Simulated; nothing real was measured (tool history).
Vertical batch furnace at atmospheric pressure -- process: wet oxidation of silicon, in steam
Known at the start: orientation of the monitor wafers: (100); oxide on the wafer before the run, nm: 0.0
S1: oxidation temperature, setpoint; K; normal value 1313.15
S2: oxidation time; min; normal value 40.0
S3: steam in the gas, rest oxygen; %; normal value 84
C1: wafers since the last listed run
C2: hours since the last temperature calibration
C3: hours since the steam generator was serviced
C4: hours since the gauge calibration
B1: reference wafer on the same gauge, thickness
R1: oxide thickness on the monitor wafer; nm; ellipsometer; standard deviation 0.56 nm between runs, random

run,hour,S1,S2,S3,C1,C2,C3,C4,B1,R1
1,0.0,1313.15,40.0,76,0,4125.7,2356.5,65.1,442.00,325.89
2,13.0,1313.15,40.0,76,230,4138.7,2369.5,78.1,442.20,327.79
3,43.8,1301.15,27.5,84,546,4169.5,2400.3,108.9,442.00,248.07
# hour 80.5: steam generator serviced
4,81.0,1313.15,40.0,84,234,4206.7,0.5,146.1,442.01,370.70
5,85.3,1313.15,40.0,84,76,4211.0,4.8,150.4,442.05,370.46
6,90.4,1313.15,40.0,87,90,4216.1,9.9,155.5,441.88,378.81
# hour 97.2: gauge calibrated
# hour 120.4: thermocouples replaced and temperature profile calibrated
7,120.9,1313.15,40.0,87,115,0.5,40.4,23.7,441.89,379.49
8,125.2,1298.15,40.0,84,76,4.8,44.7,28.0,442.07,335.10
9,129.5,1298.15,40.0,84,76,9.1,49.0,32.3,441.92,334.74
10,141.1,1313.15,40.0,84,205,20.7,60.6,43.9,442.28,369.64
11,150.6,1325.15,40.0,84,168,30.2,70.1,53.4,441.69,397.89
12,164.7,1313.15,40.0,84,250,44.3,84.2,67.5,441.85,371.07
13,178.5,1302.15,49.5,94,245,58.1,98.0,81.3,441.83,426.46
14,193.4,1320.15,46.5,79,264,73.0,112.9,96.2,442.05,408.22
15,208.6,1313.15,40.0,78,269,88.2,128.1,111.4,442.27,352.48
16,226.0,1300.15,46.0,84,308,105.6,145.5,128.8,442.12,372.55
17,233.0,1307.15,40.0,84,124,112.6,152.5,135.8,442.05,356.49
18,244.1,1313.15,40.0,84,197,123.7,163.6,146.9,442.01,370.28
19,251.8,1313.15,28.0,84,136,131.4,171.3,154.6,442.10,292.46
# hour 260.6: gauge calibrated
20,267.0,1313.15,33.5,76,269,146.6,186.5,6.4,441.83,308.77

Each row is a separate what-if for the run after 20, all from the same tool condition, not one after another. Results?
A,271.4,1313.15,40.0,84,78,151.0,190.9,10.8,?,?
B,271.4,1321.15,40.0,88,78,151.0,190.9,10.8,?,?
C,271.4,1335.15,40.0,84,78,151.0,190.9,10.8,?,?
D,271.4,1292.15,40.0,84,78,151.0,190.9,10.8,?,?

run,B1,R1
A,442.18,369.95
B,442.18,400.29
C,442.18,421.28
D,442.18,320.67
Without the tool's hidden state the same runs would have given:
run,R1
A,370.63
B,401.00
C,422.01
D,321.29
